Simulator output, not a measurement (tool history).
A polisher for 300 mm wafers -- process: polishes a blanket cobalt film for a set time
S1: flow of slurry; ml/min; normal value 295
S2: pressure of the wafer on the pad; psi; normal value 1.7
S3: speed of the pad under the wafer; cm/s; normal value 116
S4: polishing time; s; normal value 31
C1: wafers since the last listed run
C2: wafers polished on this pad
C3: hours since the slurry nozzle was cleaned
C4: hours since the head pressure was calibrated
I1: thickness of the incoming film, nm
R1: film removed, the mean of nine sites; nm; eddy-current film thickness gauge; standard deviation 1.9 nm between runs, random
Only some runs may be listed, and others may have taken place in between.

Run 1, day 0: usual settings but S4 24 s; C1 0; C2 3607; C3 680.8; C4 46.8; I1 1560.1. Result: R1 119.4 nm.
At day 0.958: worn pad replaced by a new one.
Run 2, day 4.008: usual settings; C1 629; C2 499; C3 777; C4 143; I1 1538.1. Result: R1 150.7 nm.
At day 6.271: slurry nozzle cleaned.
Run 3, day 8.479: usual settings but S3 94 cm/s; C1 725; C2 1224; C3 53; C4 250.3; I1 1541.5. Result: R1 140.3 nm.
Run 4, day 10.796: usual settings but S3 94 cm/s; C1 379; C2 1604; C3 108.6; C4 305.9; I1 1552.6. Result: R1 140 nm.
Run 5, day 12.633: usual settings but S3 94 cm/s; C1 300; C2 1905; C3 152.7; C4 350; I1 1559.9. Result: R1 143.6 nm.
Run 6, day 15.15: usual settings; C1 412; C2 2317; C3 213.1; C4 410.4; I1 1572.5. Result: R1 167.8 nm.
Run 7, day 19.512: usual settings; C1 714; C2 3031; C3 317.8; C4 515.1; I1 1539.6. Result: R1 163.4 nm.
At day 22.4: worn pad replaced by a new one, of another model than before.
Run 8, day 22.829: usual settings but S3 124 cm/s; C1 515; C2 70; C3 397.4; C4 594.7; I1 1546.3. Result: R1 166.2 nm.
Run 9, day 27.288: usual settings but S3 124 cm/s; C1 730; C2 800; C3 504.4; C4 701.7; I1 1564.6. Result: R1 163.4 nm.
Run 10, day 31.5: usual settings but S3 124 cm/s; C1 689; C2 1490; C3 605.5; C4 802.8; I1 1517.6. Result: R1 154.8 nm.
Run 11, day 33.446: usual settings but S3 138 cm/s; C1 318; C2 1809; C3 652.2; C4 849.5; I1 1542.2. Result: R1 166.7 nm.
At day 34.762: slurry nozzle cleaned.
Run 12, day 36.638: usual settings; C1 515; C2 2324; C3 45; C4 926.1; I1 1537.3. Result: R1 168.4 nm.
Run 13, day 41.071: usual settings; C1 725; C2 3050; C3 151.4; C4 1032.5; I1 1532.6. Result: R1 166.8 nm.
At day 44.7: worn pad replaced by a new one.
Run 14, day 45.125: usual settings; C1 636; C2 69; C3 248.7; C4 1129.8; I1 1551. Result: R1 160.8 nm.
Run 15, day 48.458: usual settings but S1 355 ml/min, S4 37 s; C1 545; C2 615; C3 328.7; C4 1209.8; I1 1568. Result: R1 202.9 nm.
Run 16, day 51.325: usual settings but S1 355 ml/min, S4 37 s; C1 469; C2 1084; C3 397.5; C4 1278.6; I1 1547.4. Result: R1 195.2 nm.
Run 17, day 53.8: usual settings but S1 355 ml/min, S4 37 s; C1 405; C2 1490; C3 456.9; C4 1338; I1 1553.8. Result: R1 195.2 nm.
At day 55.038: head pressure recalibrated.
Run 18, day 57.829: usual settings but S1 205 ml/min, S2 1.2 psi, S3 98 cm/s, S4 24 s; C1 646; C2 2136; C3 553.6; C4 67; I1 1540.7. Result: R1 59 nm.
Run 19, day 59.808: usual settings; C1 324; C2 2460; C3 601.1; C4 114.5; I1 1559.9. Result: R1 146.2 nm.
Run 20, day 61.862: usual settings but S2 2.1 psi, S4 40 s; C1 336; C2 2796; C3 650.4; C4 163.8; I1 1525. Result: R1 218.8 nm.
Run 21, day 64.329: usual settings; C1 403; C2 3200; C3 709.6; C4 223; I1 1522.2. Result: R1 135.5 nm.
At day 65.608: worn pad replaced by a new one.
Run 22, day 66.362: usual settings but S1 395 ml/min; C1 305; C2 123; C3 758.4; C4 271.8; I1 1512.9. Result: R1 148.7 nm.
Run 23, day 69.2: usual settings; C1 464; C2 587; C3 826.5; C4 339.9; I1 1574.7. Result: R1 113.2 nm.
At day 70.021: slurry nozzle cleaned.
Run 24, day 71.738: usual settings but S1 250 ml/min, S2 2 psi, S4 41 s; C1 408; C2 996; C3 41.2; C4 400.8; I1 1526.5. Result: R1 243.8 nm.
Run 25, day 73.75: usual settings but S3 88 cm/s, S4 20 s; C1 329; C2 1326; C3 89.5; C4 449.1; I1 1539.4. Result: R1 82.7 nm.
Run 26, day 76.921: usual settings; C1 519; C2 1845; C3 165.6; C4 525.2; I1 1536.8. Result: R1 164.2 nm.
Run 27, day 80.421: usual settings but S3 130 cm/s; C1 573; C2 2418; C3 249.6; C4 609.2; I1 1518.8. Result: R1 185.6 nm.
Run 28, day 82.283: usual settings but S1 200 ml/min; C1 304; C2 2723; C3 294.3; C4 653.9; I1 1521.6. Result: R1 132.5 nm.
At day 85.121: worn pad replaced by a new one.
Run 29, day 92.333: usual settings but S2 1.5 psi, S3 132 cm/s, S4 38 s; C1 1618; C2 1181; C3 535.5; C4 895.1; I1 1535.1. Result: R1 195.3 nm.
Run 30, day 96.217: usual settings; C1 635; C2 1817; C3 628.7; C4 988.3; I1 1568.3. Result: R1 144.5 nm.
Run 31, day 99.808: usual settings but S2 2.1 psi; C1 588; C2 2405; C3 714.9; C4 1074.5; I1 1523.1. Result: R1 160.3 nm.
Run 32, day 101.892: usual settings but S3 102 cm/s, S4 24 s; C1 341; C2 2746; C3 764.9; C4 1124.5; I1 1519. Result: R1 88.7 nm.
Run 33, day 104.479: usual settings but S1 365 ml/min, S2 1.1 psi; C1 423; C2 3170; C3 827; C4 1186.6; I1 1566.5. Result: R1 99.9 nm.
At day 105.617: slurry nozzle cleaned.
At day 106.508: worn pad replaced by a new one.
Run 34, day 107.375: usual settings; C1 440; C2 141; C3 42.2; C4 1256.1; I1 1564.1. Result: R1 166.9 nm.
At day 107.583: head pressure recalibrated.
Run 35, day 110.108: usual settings; C1 433; C2 575; C3 107.8; C4 60.6; I1 1546.8. Result: R1 166.6 nm.

Some steps in R1, run to run, broken into two amounts with sign: the step expected even without the hidden condition (settings, incoming material, random variation), and the rest, left for the hidden condition together with whatever gauge scatter is not in both the measured and the hidden-condition-free result:
The hidden state here: removal rate lost through wear of the pad, %; slurry flow missing at the pad, %; deviation of the head's pressure from its setpoint, %.
Run 11 -> 12: S3 138 -> 116, slurry nozzle cleaned. R1 +1.7 nm: hidden state +32.4, all else -30.7.
Run 17 -> 18: S1 355 -> 205, S2 1.7 -> 1.2, S3 116 -> 98, S4 37 -> 24, head pressure recalibrated. R1 -136.2 nm: hidden state -4.5, all else -131.7.
Run 23 -> 24: S1 295 -> 250, S2 1.7 -> 2, S4 31 -> 41, slurry nozzle cleaned. R1 +130.6 nm: hidden state +52, all else +78.6.
Run 24 -> 25: S1 250 -> 295, S2 2 -> 1.7, S3 116 -> 88, S4 41 -> 20. R1 -161.1 nm: hidden state +1.4, all else -162.5.
Run 33 -> 34: S1 365 -> 295, S2 1.1 -> 1.7, slurry nozzle cleaned, worn pad replaced by a new one. R1 +67 nm: hidden state +29.2, all else +37.8.
